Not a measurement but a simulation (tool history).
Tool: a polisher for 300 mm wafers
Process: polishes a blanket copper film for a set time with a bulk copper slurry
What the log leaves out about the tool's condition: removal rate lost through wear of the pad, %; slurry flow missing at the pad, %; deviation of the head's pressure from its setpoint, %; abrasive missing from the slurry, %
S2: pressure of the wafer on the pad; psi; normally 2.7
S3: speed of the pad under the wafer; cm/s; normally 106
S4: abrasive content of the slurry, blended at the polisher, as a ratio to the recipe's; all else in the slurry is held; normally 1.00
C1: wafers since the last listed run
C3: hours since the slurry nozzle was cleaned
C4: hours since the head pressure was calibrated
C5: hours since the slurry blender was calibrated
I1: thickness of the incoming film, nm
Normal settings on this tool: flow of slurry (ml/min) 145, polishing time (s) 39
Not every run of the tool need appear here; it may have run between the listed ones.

Run 1, hour 0.0: usual settings but polishing time (s) 30; C1 0; wafers polished on this pad 4596; C3 363.8; C4 317.8; C5 192.2; I1 4563.3. Result: film removed (nm) 237.4.
Run 2, hour 44.7: usual settings but polishing time (s) 30; C1 638; wafers polished on this pad 5235; C3 408.5; C4 362.5; C5 236.9; I1 4573.3. Result: film removed (nm) 231.7.
At hour 88.7: worn pad replaced by a new one.
Run 3, hour 126.8: usual settings but polishing time (s) 30; C1 1116; wafers polished on this pad 544; C3 490.6; C4 444.6; C5 319.0; I1 4539.4. Result: film removed (nm) 224.6.
Run 4, hour 172.8: usual settings; C1 657; wafers polished on this pad 1202; C3 536.6; C4 490.6; C5 365.0; I1 4522.7. Result: film removed (nm) 296.1.
Run 5, hour 218.2: usual settings; C1 648; wafers polished on this pad 1851; C3 582.0; C4 536.0; C5 410.4; I1 4568.8. Result: film removed (nm) 295.4.
At hour 261.2: slurry blender recalibrated.
Run 6, hour 265.0: usual settings; C1 640; wafers polished on this pad 2491; C3 628.8; C4 582.8; C5 3.8; I1 4529.5. Result: film removed (nm) 289.9.
Run 7, hour 322.1: usual settings; C1 816; wafers polished on this pad 3307; C3 685.9; C4 639.9; C5 60.9; I1 4549.9. Result: film removed (nm) 286.1.
At hour 390.9: head pressure recalibrated.
Run 8, hour 424.9: usual settings; C1 1440; wafers polished on this pad 4747; C3 788.7; C4 34.0; C5 163.7; I1 4501.4. Result: film removed (nm) 288.4.
At hour 434.8: slurry nozzle cleaned.
At hour 441.0: worn pad replaced by a new one.
Run 9, hour 525.4: usual settings; C1 1364; wafers polished on this pad 1206; C3 90.6; C4 134.5; C5 264.2; I1 4537.4. Result: film removed (nm) 314.0.
Run 10, hour 602.7: usual settings; C1 1104; wafers polished on this pad 2311; C3 167.9; C4 211.8; C5 341.5; I1 4531.9. Result: film removed (nm) 313.7.
At hour 640.4: slurry blender recalibrated.
Run 11, hour 663.8: usual settings; C1 844; wafers polished on this pad 3156; C3 229.0; C4 272.9; C5 23.4; I1 4609.1. Result: film removed (nm) 307.6.
Run 12, hour 752.7: usual settings; C1 1270; wafers polished on this pad 4426; C3 317.9; C4 361.8; C5 112.3; I1 4524.7. Result: film removed (nm) 306.6.
At hour 796.1: worn pad replaced by a new one.
Run 13, hour 811.9: usual settings but S2 3.2 psi, S3 80 cm/s, S4 1.25; C1 788; wafers polished on this pad 226; C3 377.1; C4 421.0; C5 171.5; I1 4560.9. Result: film removed (nm) 281.3.
Run 14, hour 914.2: usual settings but S3 94 cm/s; C1 1461; wafers polished on this pad 1688; C3 479.4; C4 523.3; C5 273.8; I1 4545.0. Result: film removed (nm) 269.9.
At hour 1024.9: slurry blender recalibrated.
At hour 1088.3: slurry nozzle cleaned.
At hour 1154.8: worn pad replaced by a new one.
Run 15, hour 1190.6: usual settings but S3 86 cm/s; C1 3850; wafers polished on this pad 511; C3 102.3; C4 799.7; C5 165.7; I1 4646.9. Result: film removed (nm) 256.5.
At hour 1213.9: head pressure recalibrated.
Run 16, hour 1290.6: usual settings but S2 2.2 psi; C1 1400; wafers polished on this pad 1912; C3 202.3; C4 76.7; C5 265.7; I1 4618.2. Result: film removed (nm) 253.2.
At hour 1436.0: slurry blender recalibrated.
At hour 1575.1: worn pad replaced by a new one.
Run 17, hour 1599.6: usual settings but S3 82 cm/s, S4 0.80; C1 4330; wafers polished on this pad 349; C3 511.3; C4 385.7; C5 163.6; I1 4608.0. Result: film removed (nm) 222.3.
Run 18, hour 1687.9: usual settings; C1 1261; wafers polished on this pad 1611; C3 599.6; C4 474.0; C5 251.9; I1 4554.5. Result: film removed (nm) 295.7.
Run 19, hour 1779.7: usual settings but S2 2.3 psi, S3 132 cm/s, S4 1.25, polishing time (s) 45; C1 1311; wafers polished on this pad 2923; C3 691.4; C4 565.8; C5 343.7; I1 4547.5. Result: film removed (nm) 363.4.
At hour 1811.3: slurry nozzle cleaned.
Run 20, hour 1832.9: usual settings but S2 1.8 psi, S3 78 cm/s, S4 0.70, polishing time (s) 35; C1 746; wafers polished on this pad 3669; C3 21.6; C4 619.0; C5 396.9; I1 4551.9. Result: film removed (nm) 134.1.
At hour 1860.9: head pressure recalibrated.
Run 21, hour 1872.4: usual settings; C1 535; wafers polished on this pad 4205; C3 61.1; C4 11.5; C5 436.4; I1 4641.5. Result: film removed (nm) 311.7.
At hour 1887.3: slurry blender recalibrated.
Run 22, hour 1943.7: usual settings but S2 3.1 psi, S3 138 cm/s, S4 0.70; C1 990; wafers polished on this pad 5195; C3 132.4; C4 82.8; C5 56.4; I1 4504.7. Result: film removed (nm) 439.3.
Run 23, hour 1988.4: usual settings but flow of slurry (ml/min) 160, S2 2.0 psi, S3 80 cm/s, polishing time (s) 43; C1 638; wafers polished on this pad 5834; C3 177.1; C4 127.5; C5 101.1; I1 4606.3. Result: film removed (nm) 198.2.

Alternative continuations, all from the tool just after run 23; predict every row:
Run A, hour 1988.8: usual settings but polishing time (s) 46; C1 5; wafers polished on this pad 5840; C3 177.5; C4 127.9; C5 101.5; I1 4538.7. Result: film removed (nm) ?.
Run B, hour 1988.8: usual settings but flow of slurry (ml/min) 195, S2 2.1 psi, S3 128 cm/s; C1 5; wafers polished on this pad 5840; C3 177.5; C4 127.9; C5 101.5; I1 4538.7. Result: film removed (nm) ?.
Run C, hour 1988.8: usual settings but flow of slurry (ml/min) 185, S2 1.8 psi, polishing time (s) 53; C1 5; wafers polished on this pad 5840; C3 177.5; C4 127.9; C5 101.5; I1 4538.7. Result: film removed (nm) ?.
Run D, hour 1988.8: usual settings but S2 2.0 psi, polishing time (s) 43; C1 5; wafers polished on this pad 5840; C3 177.5; C4 127.9; C5 101.5; I1 4538.7. Result: film removed (nm) ?.
Run E, hour 1988.8: usual settings but flow of slurry (ml/min) 195; C1 5; wafers polished on this pad 5840; C3 177.5; C4 127.9; C5 101.5; I1 4538.7. Result: film removed (nm) ?.

run  film removed (nm)
  A              372.5
  B              309.6
  C              296.5
  D              257.9
  E              329.6
Take away the tool's hidden state, keep each run's random variation, and the runs would have read:
run  film removed (nm)
  A              378.5
  B              313.6
  C              300.5
  D              262.1
  E              333.9

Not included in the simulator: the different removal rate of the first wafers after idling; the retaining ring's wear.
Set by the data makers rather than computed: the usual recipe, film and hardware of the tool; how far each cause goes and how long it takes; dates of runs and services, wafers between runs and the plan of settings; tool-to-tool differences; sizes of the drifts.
